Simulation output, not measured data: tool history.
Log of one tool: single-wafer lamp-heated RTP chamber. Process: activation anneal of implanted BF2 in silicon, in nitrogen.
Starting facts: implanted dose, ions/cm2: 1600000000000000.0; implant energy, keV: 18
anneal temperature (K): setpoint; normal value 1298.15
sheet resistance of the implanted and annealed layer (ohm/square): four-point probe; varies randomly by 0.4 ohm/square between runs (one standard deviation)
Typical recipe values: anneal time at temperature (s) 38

run   hour  anneal temperature (K)  anneal time at temperature (s)  read-back reference wafer on the same gauge, sheet resistance  sheet resistance of the implanted and annealed layer (ohm/square)
  1    0.0                 1306.15                              38                                                         119.90                                                             116.56
  2   72.2                 1306.15                              38                                                         119.97                                                             116.05
  3  162.1                 1298.15                              26                                                         119.83                                                             132.56
  4  201.6                 1298.15                              38                                                         120.09                                                             122.16
     259.4  -- pyrometer window cleaned and pyrometer calibrated
  5  261.4                 1298.15                              38                                                         119.91                                                             122.35
  6  307.0                 1298.15                              38                                                         119.98                                                             122.25
  7  366.9                 1298.15                              38                                                         119.94                                                             122.32
  8  404.3                 1298.15                              20                                                         119.93                                                             138.91
     461.6  -- gauge calibrated
  9  462.4                 1274.15                              17                                                         119.74                                                             173.73
     481.7  -- reflector plate cleaned
     505.2  -- pyrometer window cleaned and pyrometer calibrated
 10  540.2                 1274.15                              60                                                         119.92                                                             141.85

Predict the results of run 11:
 11  625.8                 1285.15                              15                                                              ?                                                                  ?

{"run 11": {"read-back reference wafer on the same gauge, sheet resistance": 120.06, "sheet resistance of the implanted and annealed layer (ohm/square)": 171.93}}
With no hidden state in the tool, this same run would have given sheet resistance of the implanted and annealed layer (ohm/square) 176.36.
